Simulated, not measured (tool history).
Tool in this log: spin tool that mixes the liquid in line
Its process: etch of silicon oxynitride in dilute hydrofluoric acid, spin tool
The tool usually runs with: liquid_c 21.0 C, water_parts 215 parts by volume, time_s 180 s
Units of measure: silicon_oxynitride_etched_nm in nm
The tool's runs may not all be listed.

run	hour	liquid_c	water_parts	time_s	wafers since the last listed run	hours since the thermometer was replaced	hours since the hydrofluoric acid flow meter was replaced	hours since the gauge calibration	read-back film thickness of the silicon oxynitride reference wafer, read on the same gauge (nm)	silicon_oxynitride_etched_nm
1	0.0	21.0	215	180	0	1020.4	354.7	172.1	120.017	1.953
2	35.0	21.0	215	180	273	1055.4	389.7	207.1	120.008	1.937
# hour 39.2: hydrofluoric acid flow meter replaced
3	63.7	22.5	170	180	216	1084.1	24.5	235.8	119.966	2.714
4	79.3	22.5	170	180	122	1099.7	40.1	251.4	120.032	2.842
5	101.6	21.0	215	255	174	1122.0	62.4	273.7	119.977	2.828
6	122.6	21.0	155	180	164	1143.0	83.4	294.7	119.978	2.926
7	152.4	21.0	155	180	233	1172.8	113.2	324.5	119.991	2.807
8	182.2	21.0	215	110	233	1202.6	143.0	354.3	119.962	1.191
9	212.0	21.0	135	180	233	1232.4	172.8	384.1	120.005	3.350
10	235.3	21.0	135	180	182	1255.7	196.1	407.4	119.980	3.293
11	249.9	21.0	135	180	114	1270.3	210.7	422.0	120.029	3.254
12	269.0	21.0	215	115	149	1289.4	229.8	441.1	120.009	1.261
13	291.5	21.0	215	115	176	1311.9	252.3	463.6	119.968	1.248
# hour 308.9: thermometer replaced
14	313.4	21.0	180	270	163	4.5	274.2	485.5	120.010	3.595
15	337.6	21.0	150	180	189	28.7	298.4	509.7	119.999	2.965
# hour 413.6: gauge calibrated
16	433.8	21.0	280	145	752	124.9	394.6	20.2	120.005	1.198
# hour 444.5: hydrofluoric acid flow meter replaced
17	460.5	21.0	215	180	201	151.6	16.0	46.9	120.020	2.012
18	478.6	21.0	215	180	141	169.7	34.1	65.0	119.974	1.917
19	503.5	23.5	215	180	194	194.6	59.0	89.9	120.018	2.187
20	523.3	21.0	150	135	154	214.4	78.8	109.7	120.031	2.218
21	555.5	21.0	215	180	251	246.6	111.0	141.9	119.985	1.935
22	573.2	25.0	275	220	138	264.3	128.7	159.6	120.043	2.092
23	598.0	21.0	215	110	194	289.1	153.5	184.4	119.998	1.191
24	631.1	21.0	150	135	259	322.2	186.6	217.5	119.982	2.201
25	665.4	24.5	215	95	268	356.5	220.9	251.8	119.992	1.216
26	696.0	23.5	110	120	239	387.1	251.5	282.4	119.951	3.081

What differs in the tool's unlogged condition from the final listed run ahead of each entry between runs to the first listed run following it?
Run 2 -> run 3: hydrofluoric acid flow meter replaced (hour 39.2)
  both runs share identical hidden conditions
Run 13 -> run 14: thermometer replaced (hour 308.9)
  both runs share identical hidden conditions
Run 15 -> run 16: gauge calibrated (hour 413.6)
  both runs share identical hidden conditions
Run 16 -> run 17: hydrofluoric acid flow meter replaced (hour 444.5)
  both runs share identical hidden conditions
